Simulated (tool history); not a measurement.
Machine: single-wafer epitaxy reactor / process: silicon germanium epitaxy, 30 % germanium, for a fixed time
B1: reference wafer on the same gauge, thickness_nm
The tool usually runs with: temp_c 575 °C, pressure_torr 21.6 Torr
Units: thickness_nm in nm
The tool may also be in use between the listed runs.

{"run": 1, "hour": 0.0, "temp_c": 575, "pressure_torr": 21.6, "B1": 46.001, "thickness_nm": 39.577}
{"run": 2, "hour": 33.4, "temp_c": 575, "pressure_torr": 21.6, "B1": 46.015, "thickness_nm": 39.457}
{"run": 3, "hour": 58.3, "temp_c": 563, "pressure_torr": 19.2, "B1": 45.987, "thickness_nm": 31.394}
{"run": 4, "hour": 75.2, "temp_c": 563, "pressure_torr": 19.2, "B1": 46.017, "thickness_nm": 31.345}
{"run": 5, "hour": 95.9, "temp_c": 575, "pressure_torr": 21.6, "B1": 46.002, "thickness_nm": 39.428}
{"run": 6, "hour": 120.6, "temp_c": 575, "pressure_torr": 21.6, "B1": 45.991, "thickness_nm": 39.342}
{"hour": 132.8, "done": "capacitance manometer re-zeroed and calibrated"}
{"run": 7, "hour": 142.9, "temp_c": 575, "pressure_torr": 21.6, "B1": 46.01, "thickness_nm": 40.2}
{"run": 8, "hour": 169.8, "temp_c": 575, "pressure_torr": 21.6, "B1": 46.003, "thickness_nm": 40.098}
{"run": 9, "hour": 196.8, "temp_c": 575, "pressure_torr": 21.6, "B1": 46.006, "thickness_nm": 40.044}
{"run": 10, "hour": 224.1, "temp_c": 575, "pressure_torr": 21.6, "B1": 45.999, "thickness_nm": 40.077}
{"run": 11, "hour": 252.7, "temp_c": 582, "pressure_torr": 21.6, "B1": 46.009, "thickness_nm": 44.929}
{"run": 12, "hour": 273.0, "temp_c": 587, "pressure_torr": 19.2, "B1": 45.998, "thickness_nm": 47.636}
{"run": 13, "hour": 287.7, "temp_c": 587, "pressure_torr": 19.2, "B1": 45.986, "thickness_nm": 47.839}
{"run": 14, "hour": 304.8, "temp_c": 587, "pressure_torr": 19.2, "B1": 46.0, "thickness_nm": 47.731}
{"run": 15, "hour": 340.7, "temp_c": 587, "pressure_torr": 21.6, "B1": 45.992, "thickness_nm": 48.945}
{"hour": 346.9, "done": "gauge calibrated"}
{"run": 16, "hour": 368.8, "temp_c": 575, "pressure_torr": 21.6, "B1": 46.001, "thickness_nm": 39.884}
{"run": 17, "hour": 382.1, "temp_c": 575, "pressure_torr": 21.6, "B1": 46.001, "thickness_nm": 39.837}
{"run": 18, "hour": 398.6, "temp_c": 565, "pressure_torr": 19.5, "B1": 45.988, "thickness_nm": 32.865}
{"run": 19, "hour": 421.5, "temp_c": 568, "pressure_torr": 19.4, "B1": 46.005, "thickness_nm": 34.624}
{"run": 20, "hour": 456.7, "temp_c": 569, "pressure_torr": 21.6, "B1": 45.996, "thickness_nm": 35.93}
{"run": 21, "hour": 512.2, "temp_c": 575, "pressure_torr": 21.6, "B1": 45.983, "thickness_nm": 39.723}
{"run": 22, "hour": 534.4, "temp_c": 585, "pressure_torr": 24.2, "B1": 46.002, "thickness_nm": 48.152}
{"hour": 561.0, "done": "pyrometer calibrated"}
{"run": 23, "hour": 561.5, "temp_c": 575, "pressure_torr": 21.6, "B1": 46.02, "thickness_nm": 40.288}

For run 24, what comes out?
{"hour": 570.7, "done": "showerhead replaced"}
{"run": 24, "hour": 578.9, "temp_c": 562, "pressure_torr": 19.2, "B1": "?", "thickness_nm": "?"}

{"run 24": {"B1": 46.019, "thickness_nm": 31.378}}
If the tool had no hidden condition, the same run with the same run-to-run variation would have returned thickness_nm 31.534 nm.
